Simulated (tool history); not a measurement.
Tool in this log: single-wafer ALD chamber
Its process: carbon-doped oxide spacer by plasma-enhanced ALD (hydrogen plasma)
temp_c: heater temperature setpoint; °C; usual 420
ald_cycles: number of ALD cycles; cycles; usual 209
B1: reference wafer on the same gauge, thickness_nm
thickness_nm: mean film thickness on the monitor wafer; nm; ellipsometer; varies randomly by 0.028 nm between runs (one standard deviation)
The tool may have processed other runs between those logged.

{"run": 1, "hour": 0.0, "temp_c": 420, "ald_cycles": 209, "B1": 10.804, "thickness_nm": 10.584}
{"run": 2, "hour": 83.1, "temp_c": 420, "ald_cycles": 209, "B1": 10.804, "thickness_nm": 10.59}
{"run": 3, "hour": 179.5, "temp_c": 420, "ald_cycles": 240, "B1": 10.795, "thickness_nm": 12.137}
{"run": 4, "hour": 286.8, "temp_c": 420, "ald_cycles": 240, "B1": 10.796, "thickness_nm": 12.169}
{"run": 5, "hour": 383.3, "temp_c": 413, "ald_cycles": 230, "B1": 10.811, "thickness_nm": 11.92}
{"run": 6, "hour": 455.5, "temp_c": 413, "ald_cycles": 230, "B1": 10.794, "thickness_nm": 11.884}
{"run": 7, "hour": 555.3, "temp_c": 413, "ald_cycles": 230, "B1": 10.796, "thickness_nm": 11.888}
{"run": 8, "hour": 596.9, "temp_c": 420, "ald_cycles": 234, "B1": 10.797, "thickness_nm": 11.901}
{"run": 9, "hour": 694.5, "temp_c": 420, "ald_cycles": 234, "B1": 10.804, "thickness_nm": 11.938}
{"run": 10, "hour": 737.9, "temp_c": 428, "ald_cycles": 209, "B1": 10.806, "thickness_nm": 10.407}
{"run": 11, "hour": 780.7, "temp_c": 428, "ald_cycles": 209, "B1": 10.803, "thickness_nm": 10.433}
{"run": 12, "hour": 865.6, "temp_c": 420, "ald_cycles": 209, "B1": 10.794, "thickness_nm": 10.697}
{"hour": 894.2, "done": "thermocouple changed; heater temperature recalibrated"}
{"run": 13, "hour": 973.4, "temp_c": 420, "ald_cycles": 235, "B1": 10.808, "thickness_nm": 11.77}
{"run": 14, "hour": 1073.5, "temp_c": 406, "ald_cycles": 174, "B1": 10.787, "thickness_nm": 9.048}
{"run": 15, "hour": 1159.8, "temp_c": 415, "ald_cycles": 245, "B1": 10.807, "thickness_nm": 12.409}
{"run": 16, "hour": 1202.4, "temp_c": 407, "ald_cycles": 248, "B1": 10.81, "thickness_nm": 12.797}
{"run": 17, "hour": 1288.9, "temp_c": 420, "ald_cycles": 209, "B1": 10.807, "thickness_nm": 10.482}
{"hour": 1349.2, "done": "gauge calibrated"}
{"run": 18, "hour": 1389.6, "temp_c": 420, "ald_cycles": 209, "B1": 10.808, "thickness_nm": 10.466}
{"run": 19, "hour": 1492.4, "temp_c": 415, "ald_cycles": 184, "B1": 10.811, "thickness_nm": 9.43}
{"run": 20, "hour": 1565.4, "temp_c": 424, "ald_cycles": 192, "B1": 10.792, "thickness_nm": 9.534}
{"run": 21, "hour": 1616.3, "temp_c": 432, "ald_cycles": 190, "B1": 10.793, "thickness_nm": 9.226}
{"run": 22, "hour": 1716.7, "temp_c": 420, "ald_cycles": 209, "B1": 10.803, "thickness_nm": 10.569}
{"run": 23, "hour": 1806.5, "temp_c": 428, "ald_cycles": 198, "B1": 10.794, "thickness_nm": 9.752}
{"run": 24, "hour": 1884.7, "temp_c": 420, "ald_cycles": 170, "B1": 10.803, "thickness_nm": 8.537}
{"run": 25, "hour": 1987.8, "temp_c": 430, "ald_cycles": 183, "B1": 10.805, "thickness_nm": 8.938}

Predict each of these 5 candidate next runs independently; none follows another, all start after run 25:
{"run": "A", "hour": 1988.5, "temp_c": 406, "ald_cycles": 209, "B1": "?", "thickness_nm": "?"}
{"run": "B", "hour": 1988.5, "temp_c": 413, "ald_cycles": 209, "B1": "?", "thickness_nm": "?"}
{"run": "C", "hour": 1988.5, "temp_c": 426, "ald_cycles": 209, "B1": "?", "thickness_nm": "?"}
{"run": "D", "hour": 1988.5, "temp_c": 414, "ald_cycles": 239, "B1": "?", "thickness_nm": "?"}
{"run": "E", "hour": 1988.5, "temp_c": 431, "ald_cycles": 182, "B1": "?", "thickness_nm": "?"}

run=A B1=10.805 thickness_nm=10.896
run=B B1=10.805 thickness_nm=10.691
run=C B1=10.805 thickness_nm=10.31
run=D B1=10.805 thickness_nm=12.192
run=E B1=10.805 thickness_nm=8.851
The same runs, with their run-to-run variation unchanged, on a tool lacking any hidden condition would have given:
run=A thickness_nm=10.829
run=B thickness_nm=10.624
run=C thickness_nm=10.243
run=D thickness_nm=12.116
run=E thickness_nm=8.792

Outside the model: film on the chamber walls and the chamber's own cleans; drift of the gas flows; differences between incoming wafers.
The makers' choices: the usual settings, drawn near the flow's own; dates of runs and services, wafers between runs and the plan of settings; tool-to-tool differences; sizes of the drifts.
